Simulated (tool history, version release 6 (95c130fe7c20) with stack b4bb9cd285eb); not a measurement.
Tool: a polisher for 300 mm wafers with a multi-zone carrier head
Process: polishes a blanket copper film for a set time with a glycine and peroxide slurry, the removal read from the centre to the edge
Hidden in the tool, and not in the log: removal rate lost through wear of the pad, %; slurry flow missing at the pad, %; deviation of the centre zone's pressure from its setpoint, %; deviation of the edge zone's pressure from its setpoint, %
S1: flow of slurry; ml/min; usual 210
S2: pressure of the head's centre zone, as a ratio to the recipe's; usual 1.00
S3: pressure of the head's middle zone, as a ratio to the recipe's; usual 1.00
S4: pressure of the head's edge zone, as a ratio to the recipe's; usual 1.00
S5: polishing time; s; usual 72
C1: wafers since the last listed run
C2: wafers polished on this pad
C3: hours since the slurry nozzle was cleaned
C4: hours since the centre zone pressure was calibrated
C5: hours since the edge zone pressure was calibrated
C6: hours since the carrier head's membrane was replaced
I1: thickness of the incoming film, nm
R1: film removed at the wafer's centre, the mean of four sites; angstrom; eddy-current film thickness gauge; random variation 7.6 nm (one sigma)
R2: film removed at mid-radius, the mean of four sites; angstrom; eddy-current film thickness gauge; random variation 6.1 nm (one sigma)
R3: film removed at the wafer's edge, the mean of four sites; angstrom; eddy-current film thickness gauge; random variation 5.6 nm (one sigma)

run 1 hour=0.0 | S1=210 S2=1.00 S3=1.00 S4=1.00 S5=72 | C1=0 C2=1044 C3=142.9 C4=73.6 C5=163.1 C6=138.8 | I1=1931.6 | R1=4829 R2=5208 R3=5110
run 2 hour=23.0 | S1=210 S2=1.00 S3=1.00 S4=1.00 S5=72 | C1=277 C2=1322 C3=165.9 C4=96.6 C5=186.1 C6=161.8 | I1=1920.0 | R1=4716 R2=5238 R3=5065
run 3 hour=44.2 | S1=210 S2=1.00 S3=1.00 S4=1.00 S5=72 | C1=255 C2=1577 C3=187.1 C4=117.8 C5=207.3 C6=183.0 | I1=1920.6 | R1=4674 R2=5092 R3=5054
run 4 hour=57.2 | S1=210 S2=1.00 S3=1.00 S4=1.00 S5=72 | C1=156 C2=1734 C3=200.1 C4=130.8 C5=220.3 C6=196.0 | I1=1936.4 | R1=4607 R2=5054 R3=5011
run 5 hour=92.4 | S1=210 S2=1.00 S3=1.00 S4=1.00 S5=72 | C1=424 C2=2158 C3=235.3 C4=166.0 C5=255.5 C6=231.2 | I1=1897.2 | R1=4424 R2=4977 R3=4947
-- hour=111.7 slurry nozzle cleaned
run 6 hour=118.7 | S1=160 S2=1.00 S3=1.00 S4=1.00 S5=72 | C1=305 C2=2463 C3=7.0 C4=192.3 C5=281.8 C6=257.5 | I1=1924.1 | R1=4496 R2=4989 R3=4957
run 7 hour=152.7 | S1=180 S2=1.00 S3=1.00 S4=1.00 S5=72 | C1=409 C2=2873 C3=41.0 C4=226.3 C5=315.8 C6=291.5 | I1=1894.5 | R1=4609 R2=5252 R3=5028
-- hour=169.0 worn pad replaced by a new one
run 8 hour=171.4 | S1=210 S2=1.09 S3=0.95 S4=0.90 S5=66 | C1=177 C2=28 C3=59.7 C4=245.0 C5=334.5 C6=310.2 | I1=1888.4 | R1=4715 R2=4657 R3=4450
run 9 hour=191.1 | S1=210 S2=0.92 S3=1.05 S4=1.11 S5=84 | C1=237 C2=266 C3=79.4 C4=264.7 C5=354.2 C6=329.9 | I1=1941.7 | R1=5168 R2=6406 R3=6348
run 10 hour=212.2 | S1=210 S2=1.00 S3=1.00 S4=1.00 S5=72 | C1=254 C2=520 C3=100.5 C4=285.8 C5=375.3 C6=351.0 | I1=1912.9 | R1=4637 R2=5293 R3=5241
run 11 hour=237.7 | S1=210 S2=1.00 S3=0.94 S4=1.08 S5=72 | C1=307 C2=828 C3=126.0 C4=311.3 C5=400.8 C6=376.5 | I1=1934.6 | R1=4673 R2=5047 R3=5344
-- hour=266.7 centre zone pressure recalibrated
run 12 hour=270.5 | S1=210 S2=1.12 S3=1.00 S4=1.00 S5=72 | C1=371 C2=1199 C3=158.8 C4=3.8 C5=433.6 C6=409.3 | I1=1906.9 | R1=5735 R2=5212 R3=5136
run 13 hour=284.8 | S1=210 S2=1.10 S3=1.00 S4=1.00 S5=90 | C1=172 C2=1371 C3=173.1 C4=18.1 C5=447.9 C6=423.6 | I1=1920.8 | R1=6887 R2=6608 R3=6292
run 14 hour=304.0 | S1=210 S2=1.00 S3=1.00 S4=1.00 S5=72 | C1=231 C2=1603 C3=192.3 C4=37.3 C5=467.1 C6=442.8 | I1=1919.7 | R1=4833 R2=5068 R3=5058
run 15 hour=335.5 | S1=210 S2=1.00 S3=0.91 S4=1.00 S5=72 | C1=379 C2=1983 C3=223.8 C4=68.8 C5=498.6 C6=474.3 | I1=1933.5 | R1=4528 R2=4666 R3=4954
-- hour=390.0 slurry nozzle cleaned
run 16 hour=409.6 | S1=255 S2=1.00 S3=1.00 S4=1.00 S5=72 | C1=881 C2=2864 C3=19.6 C4=142.9 C5=572.7 C6=548.4 | I1=1925.8 | R1=5010 R2=5590 R3=5288
-- hour=424.5 worn pad replaced by a new one
run 17 hour=498.1 | S1=210 S2=1.07 S3=1.05 S4=0.92 S5=72 | C1=1018 C2=886 C3=108.1 C4=231.4 C5=661.2 C6=636.9 | I1=1950.3 | R1=4885 R2=5487 R3=5018
run 18 hour=519.4 | S1=210 S2=1.03 S3=1.05 S4=1.00 S5=72 | C1=256 C2=1143 C3=129.4 C4=252.7 C5=682.5 C6=658.2 | I1=1905.1 | R1=4871 R2=5399 R3=5054
run 19 hour=554.5 | S1=210 S2=1.00 S3=1.00 S4=1.00 S5=72 | C1=423 C2=1566 C3=164.5 C4=287.8 C5=717.6 C6=693.3 | I1=1930.0 | R1=4570 R2=5092 R3=5062
run 20 hour=580.0 | S1=160 S2=1.00 S3=1.00 S4=1.00 S5=94 | C1=307 C2=1874 C3=190.0 C4=313.3 C5=743.1 C6=718.8 | I1=1902.1 | R1=5504 R2=6334 R3=6257
-- hour=611.4 centre zone pressure recalibrated
run 21 hour=615.0 | S1=165 S2=1.11 S3=1.11 S4=1.00 S5=91 | C1=397 C2=2272 C3=225.0 C4=3.6 C5=778.1 C6=753.8 | I1=1902.0 | R1=6231 R2=6466 R3=5954
-- hour=623.7 worn pad replaced by a new one
run 22 hour=627.8 | S1=210 S2=1.00 S3=1.00 S4=0.90 S5=81 | C1=106 C2=49 C3=237.8 C4=16.4 C5=790.9 C6=766.6 | I1=1908.7 | R1=5173 R2=5551 R3=5347
run 23 hour=644.2 | S1=210 S2=1.00 S3=1.00 S4=1.00 S5=72 | C1=197 C2=246 C3=254.2 C4=32.8 C5=807.3 C6=783.0 | I1=1891.3 | R1=4285 R2=4796 R3=4864

3 ways to go on from here, each from the tool as it stands after run 23. What would each give?
run A hour=644.6 | S1=210 S2=1.00 S3=1.00 S4=1.00 S5=72 | C1=4 C2=251 C3=254.6 C4=33.2 C5=807.7 C6=783.4 | I1=1958.0 | R1=? R2=? R3=?
run B hour=644.6 | S1=185 S2=1.00 S3=1.07 S4=0.88 S5=86 | C1=4 C2=251 C3=254.6 C4=33.2 C5=807.7 C6=783.4 | I1=1958.0 | R1=? R2=? R3=?
run C hour=644.6 | S1=250 S2=1.10 S3=1.00 S4=1.00 S5=72 | C1=4 C2=251 C3=254.6 C4=33.2 C5=807.7 C6=783.4 | I1=1958.0 | R1=? R2=? R3=?

run=A R1=4482 R2=4707 R3=4898
run=B R1=5136 R2=5741 R3=5369
run=C R1=5123 R2=4908 R3=5047
Without the tool's hidden state the same runs would have given:
run=A R1=5356 R2=5254 R3=5303
run=B R1=6254 R2=6510 R3=5869
run=C R1=5990 R2=5379 R3=5399

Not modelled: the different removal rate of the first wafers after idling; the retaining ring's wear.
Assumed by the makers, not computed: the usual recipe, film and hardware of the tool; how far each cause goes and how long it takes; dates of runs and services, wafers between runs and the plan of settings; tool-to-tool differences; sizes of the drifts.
